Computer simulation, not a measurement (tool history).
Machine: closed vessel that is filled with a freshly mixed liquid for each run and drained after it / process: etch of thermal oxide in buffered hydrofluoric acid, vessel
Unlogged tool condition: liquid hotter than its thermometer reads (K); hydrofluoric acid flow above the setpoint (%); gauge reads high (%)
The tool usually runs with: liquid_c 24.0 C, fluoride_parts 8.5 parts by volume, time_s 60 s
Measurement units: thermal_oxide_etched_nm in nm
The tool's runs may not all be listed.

run   hour  liquid_c  fluoride_parts  time_s  wafers since the last listed run  hours since the thermometer was replaced  hours since the hydrofluoric acid flow meter was replaced  hours since the gauge calibration  read-back film thickness of the thermal oxide reference wafer, read on the same gauge (nm)  thermal_oxide_etched_nm
  1    0.0      24.0             8.5      35                                 0                                     409.1                                                      205.7                              362.7                                                                                       39.97                    44.19
  2   35.4      24.0             8.5      35                              3969                                     444.5                                                      241.1                              398.1                                                                                       40.01                    44.28
  3   68.3      24.0             8.5      35                              3689                                     477.4                                                      274.0                              431.0                                                                                       39.99                    44.99
  4   95.0      22.5             8.5      60                              2994                                     504.1                                                      300.7                              457.7                                                                                       40.01                    70.15
  5  115.2      22.5             8.5      60                              2265                                     524.3                                                      320.9                              477.9                                                                                       39.99                    70.91
  6  155.4      22.5             8.5      60                              4508                                     564.5                                                      361.1                              518.1                                                                                       39.99                    70.66
  7  169.1      24.0             8.5      60                              1536                                     578.2                                                      374.8                              531.8                                                                                       40.01                    77.56
  8  194.8      24.0             8.5      60                              2882                                     603.9                                                      400.5                              557.5                                                                                       40.01                    77.55
  9  220.1      24.0             8.5      60                              2837                                     629.2                                                      425.8                              582.8                                                                                       40.02                    78.23
     236.8  -- gauge calibrated
 10  240.4      24.0             8.5      80                              2276                                     649.5                                                      446.1                                3.6                                                                                       40.00                   105.39
 11  273.8      24.0             8.5      80                              3745                                     682.9                                                      479.5                               37.0                                                                                       40.01                   104.44
 12  307.3      24.0             8.5      60                              3756                                     716.4                                                      513.0                               70.5                                                                                       40.00                    77.92
 13  320.2      24.0             8.5      60                              1446                                     729.3                                                      525.9                               83.4                                                                                       40.00                    79.19
 14  355.4      27.0             8.5      45                              3947                                     764.5                                                      561.1                              118.6                                                                                       39.99                    69.24
 15  369.8      28.0             8.5      75                              1614                                     778.9                                                      575.5                              133.0                                                                                       39.99                   121.33
     386.3  -- hydrofluoric acid flow meter replaced
 16  400.3      24.0             8.5      60                              3308                                     809.4                                                       14.0                              163.5                                                                                       39.98                    79.67
 17  434.2      24.0             8.5      60                              3801                                     843.3                                                       47.9                              197.4                                                                                       39.99                    79.52
 18  457.1      24.0             8.5      60                              2568                                     866.2                                                       70.8                              220.3                                                                                       40.00                    79.90
 19  478.0      26.0             8.5      60                              2343                                     887.1                                                       91.7                              241.2                                                                                       39.97                    88.88
     510.4  -- thermometer replaced
 20  512.6      25.5             8.5      85                              3768                                       2.2                                                      126.3                              275.8                                                                                       40.01                   111.67
 21  538.8      24.0             8.5      40                              2938                                      28.4                                                      152.5                              302.0                                                                                       40.00                    49.25
 22  574.6      24.0             8.5      60                              4014                                      64.2                                                      188.3                              337.8                                                                                       40.00                    73.16
 23  603.0      24.0            10.0      90                              3184                                      92.6                                                      216.7                              366.2                                                                                       40.01                    97.38
 24  634.8      24.0             9.5      60                              3566                                     124.4                                                      248.5                              398.0                                                                                       40.01                    67.12
 25  670.7      24.0             8.5      60                              4026                                     160.3                                                      284.4                              433.9                                                                                       39.99                    73.61
 26  699.3      27.0            11.5      60                              3207                                     188.9                                                      313.0                              462.5                                                                                       39.98                    67.08
 27  711.7      19.0            10.5      80                              1390                                     201.3                                                      325.4                              474.9                                                                                       39.97                    62.17

Branching from run 27: 4 alternative next runs. What would each branch give?
  A  712.4      24.0             8.5      30                                78                                     202.0                                                      326.1                              475.6                                                                                           ?                        ?
  B  712.4      20.0             8.5      60                                78                                     202.0                                                      326.1                              475.6                                                                                           ?                        ?
  C  712.4      27.5             8.5      85                                78                                     202.0                                                      326.1                              475.6                                                                                           ?                        ?
  D  712.4      24.0             8.5      50                                78                                     202.0                                                      326.1                              475.6                                                                                           ?                        ?

run  read-back film thickness of the thermal oxide reference wafer, read on the same gauge (nm)  thermal_oxide_etched_nm
  A                                                                                       39.98                    37.18
  B                                                                                       39.98                    59.66
  C                                                                                       39.98                   127.15
  D                                                                                       39.98                    61.97
Stripped of hidden state, with their random variation kept, the same runs would have yielded:
run  thermal_oxide_etched_nm
  A                    36.42
  B                    58.41
  C                   124.60
  D                    60.70
